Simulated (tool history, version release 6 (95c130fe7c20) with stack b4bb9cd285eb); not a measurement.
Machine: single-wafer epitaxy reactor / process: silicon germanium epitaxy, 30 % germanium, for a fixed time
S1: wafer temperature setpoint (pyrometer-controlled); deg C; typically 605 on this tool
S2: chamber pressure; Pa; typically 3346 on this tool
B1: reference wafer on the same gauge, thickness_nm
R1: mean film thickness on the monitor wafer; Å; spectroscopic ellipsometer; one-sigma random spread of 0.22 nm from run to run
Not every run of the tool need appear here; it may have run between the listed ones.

run      day   S1    S2      B1      R1
  1    0.000  605  3346  59.130  723.33
  2    1.762  605  3346  59.116  715.29
  3    3.888  605  3346  59.182  718.53
  4    6.304  605  3346  59.136  715.05
  5   10.188  605  3346  59.103  712.10
  6   13.738  605  3146  59.081  699.32
  7   15.729  605  3146  59.096  701.66
  8   24.971  605  3346  59.140  709.76
  9   27.633  605  3346  59.183  713.50
 10   29.438  601  3346  59.108  668.71
 11   33.321  601  3346  59.105  663.37
 12   37.608  605  3346  59.049  715.39
 13   40.867  605  3346  59.152  712.24
 14   43.025  605  3346  59.172  712.58
 15   45.275  605  2680  59.033  654.80
 16   47.446  605  2680  59.057  650.65
 17   51.350  612  3866  59.086  846.79
 18   55.246  605  3346  59.115  710.23
 19   59.508  614  3813  59.204  864.83
 20   62.488  605  3346  59.197  708.71
 21   65.396  611  3040  59.088  743.27
 22   68.200  598  3693  59.210  643.69
 23   70.846  616  2733  59.164  769.75
 24   74.350  615  3880  59.156  868.13
 25   79.933  600  3106  59.070  645.16
 26   82.804  591  3346  59.088  567.75
 27   86.679  599  3653  59.083  672.77
 28   89.871  600  3346  59.124  659.50
 29   93.558  605  2773  59.190  664.95
 30  104.779  601  2640  59.183  607.79
 31  108.071  605  3346  59.042  714.12
 32  109.800  605  3560  59.011  731.35

Withheld: 7 entries from between the runs. Position of each, and hidden state at the listed run before versus the listed run after:
Run 4 -> run 5: pyrometer calibrated (day 9.825)
  true pressure above the setpoint (%): -1.99 -> -2.33
  difference, measured minus the result without the unlogged condition, R1: -5.72 -> -6.72 Å
Run 16 -> run 17: pyrometer calibrated (day 49.312)
  true pressure above the setpoint (%): -3.82 -> -3.88
  difference, measured minus the result without the unlogged condition, R1: -10.15 -> -13.40 Å
Run 20 -> run 21: capacitance manometer re-zeroed and calibrated (day 62.833)
  true pressure above the setpoint (%): -3.99 -> -8.08
  difference, measured minus the result without the unlogged condition, R1: -11.56 -> -25.29 Å
Run 24 -> run 25: gauge calibrated (day 75.062); showerhead replaced (day 75.975); capacitance manometer re-zeroed and calibrated, repeated, since the last time left the tool worse (day 78.162)
  true pressure above the setpoint (%): -9.26 -> -0.434
  difference, measured minus the result without the unlogged condition, R1: -34.16 -> -1.11 Å
Run 29 -> run 30: pyrometer calibrated (day 98.292)
  true pressure above the setpoint (%): -2.12 -> -2.92
  difference, measured minus the result without the unlogged condition, R1: -5.69 -> -7.20 Å
